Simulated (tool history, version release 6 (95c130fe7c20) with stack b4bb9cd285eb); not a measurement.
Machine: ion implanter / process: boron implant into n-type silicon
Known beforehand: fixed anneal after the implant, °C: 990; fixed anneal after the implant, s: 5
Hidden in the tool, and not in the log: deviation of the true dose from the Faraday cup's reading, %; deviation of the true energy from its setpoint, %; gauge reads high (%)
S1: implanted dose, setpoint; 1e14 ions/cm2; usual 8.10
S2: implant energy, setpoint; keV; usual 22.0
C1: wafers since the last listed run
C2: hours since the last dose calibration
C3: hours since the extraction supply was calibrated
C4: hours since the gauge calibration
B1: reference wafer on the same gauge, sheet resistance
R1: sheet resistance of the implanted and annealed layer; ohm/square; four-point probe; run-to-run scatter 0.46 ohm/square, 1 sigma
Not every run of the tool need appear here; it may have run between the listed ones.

run,hour,S1,S2,C1,C2,C3,C4,B1,R1
1,0.0,8.10,22.0,0,452.1,2727.0,370.3,149.04,161.36
2,64.1,8.10,22.0,1521,516.2,2791.1,434.4,148.90,162.03
3,127.1,6.45,22.0,1495,579.2,2854.1,497.4,149.28,194.74
4,176.1,6.45,22.0,1162,628.2,2903.1,546.4,149.10,195.61
5,239.5,6.67,22.0,1504,691.6,2966.5,609.8,148.95,190.79
6,266.7,6.67,22.0,645,718.8,2993.7,637.0,148.94,191.51
7,310.9,6.67,22.0,1048,763.0,3037.9,681.2,148.82,192.51

Estimate the outcome of run 8 from the log above:
# hour 341.8: Faraday cup replaced and dose calibrated
8,366.4,5.81,14.5,1127,24.6,3093.4,736.7,?,?

B1: 148.92
R1: 211.56 ohm/square
On a tool with no hidden condition, and with the same random variation, this run would have come out at R1 211.03 ohm/square.

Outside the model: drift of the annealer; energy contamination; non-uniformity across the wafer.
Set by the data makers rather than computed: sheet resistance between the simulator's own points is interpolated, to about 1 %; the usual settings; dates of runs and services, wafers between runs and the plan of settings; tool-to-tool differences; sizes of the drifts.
